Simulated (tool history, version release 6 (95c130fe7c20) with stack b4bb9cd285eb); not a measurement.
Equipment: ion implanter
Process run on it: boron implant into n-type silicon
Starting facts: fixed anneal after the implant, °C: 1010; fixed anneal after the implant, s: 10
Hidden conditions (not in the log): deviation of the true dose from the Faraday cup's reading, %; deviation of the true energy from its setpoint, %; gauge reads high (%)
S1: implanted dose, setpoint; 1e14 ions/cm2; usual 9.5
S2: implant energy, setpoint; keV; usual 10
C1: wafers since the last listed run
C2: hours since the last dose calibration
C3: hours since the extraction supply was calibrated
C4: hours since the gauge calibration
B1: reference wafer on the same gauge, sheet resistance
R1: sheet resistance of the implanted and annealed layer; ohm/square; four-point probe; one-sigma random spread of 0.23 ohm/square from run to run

run,hour,S1,S2,C1,C2,C3,C4,B1,R1
1,0,7.97,10,0,648.8,3865.3,266.5,153.04,176.03
2,71.2,7.97,10,638,720,3936.5,337.7,152.86,175.38
# hour 137.1: Faraday cup replaced and dose calibrated
3,138.5,9.5,9,531,1.4,4003.8,405,152.98,161.82
4,216.2,9.5,10,696,79.1,4081.5,482.7,153.12,158.03
5,318.9,9.5,11,920,181.8,4184.2,585.4,152.98,154.23
6,375.9,9.5,11,510,238.8,4241.2,642.4,152.93,153.92
7,449.2,9.5,10,657,312.1,4314.5,715.7,152.96,156.7
8,548.7,9.5,10,891,411.6,4414,815.2,153.01,156.95
9,630.1,9.5,10,729,493,4495.4,896.6,152.94,156.76
10,731,9.5,10,904,593.9,4596.3,997.5,152.94,156.06
11,827.1,9.5,12,861,690,4692.4,1093.6,152.99,150.19
12,924.5,9.5,12,873,787.4,4789.8,1191,153.02,150.35
# hour 966.6: Faraday cup replaced and dose calibrated
13,1193.5,9.5,12,2339,226.9,5058.8,1460,153.02,151.42
14,1255,9.5,11.5,551,288.4,5120.3,1521.5,153.01,152.34
15,1292.7,10.79,8,337,326.1,5158,1559.2,153.11,156.59
16,1366.2,8.72,11,658,399.6,5231.5,1632.7,152.92,163.03
17,1472.7,7.27,7,954,506.1,5338,1739.2,152.98,201.99
18,1557.9,9.5,7.5,763,591.3,5423.2,1824.4,153.12,169.49
19,1600.2,11.71,10,379,633.6,5465.5,1866.7,152.88,139.48
20,1647.1,9.5,10,420,680.5,5512.4,1913.6,153.08,156.22
21,1733.4,7.02,7,773,766.8,5598.7,1999.9,152.93,204.57
# hour 1769.7: Faraday cup replaced and dose calibrated
22,1785.6,10.32,13,396,15.9,5650.9,2052.1,153.04,141.14
23,1840.7,9.5,10,493,71,5706,2107.2,153.05,157.5
# hour 1847.6: gauge calibrated
24,2058.5,10.53,8,1952,288.8,5923.8,210.9,152.93,158.1
25,2125.5,8,8.5,600,355.8,5990.8,277.9,152.9,181.9
# hour 2175.8: extraction supply calibrated
26,2176.3,9.5,10,383,406.6,0.5,328.7,153.02,155.56
27,2309.5,12.12,6.5,1193,539.8,133.7,461.9,153.09,158.97
28,2350.9,9.5,10,371,581.2,175.1,503.3,153.12,155.24
29,2444.5,9.5,10,838,674.8,268.7,596.9,152.97,154.69
30,2488.1,8.39,7.5,390,718.4,312.3,640.5,152.93,178.48
# hour 2560.1: Faraday cup replaced and dose calibrated
31,2568.1,9.5,10,645,8,392.3,720.5,152.9,156.8
32,2672.5,9.5,10,935,112.4,496.7,824.9,153.07,156.35
33,2740.9,10.81,10,613,180.8,565.1,893.3,153.03,144.55
34,2811.6,6.77,8,633,251.5,635.8,964,153.01,205.02
35,2868.9,11.1,12.5,513,308.8,693.1,1021.3,152.96,134.01
36,2907.1,9.5,10,342,347,731.3,1059.5,153,155.74
37,3009.6,12.2,13,918,449.5,833.8,1162,153.05,125.29
38,3101.9,8.4,8.5,827,541.8,926.1,1254.3,153.06,174.73

3 ways to go on from here, each from the tool as it stands after run 38. What would each give?
A,3102.3,10.43,10,3,542.2,926.5,1254.7,?,?
B,3102.3,6.99,8,3,542.2,926.5,1254.7,?,?
C,3102.3,11.38,11.5,3,542.2,926.5,1254.7,?,?

run,B1,R1
A,153.07,147.06
B,153.07,199.58
C,153.07,134.67
The same runs, with their run-to-run variation unchanged, on a tool lacking any hidden condition would have given:
run,R1
A,147.91
B,201.43
C,135.44
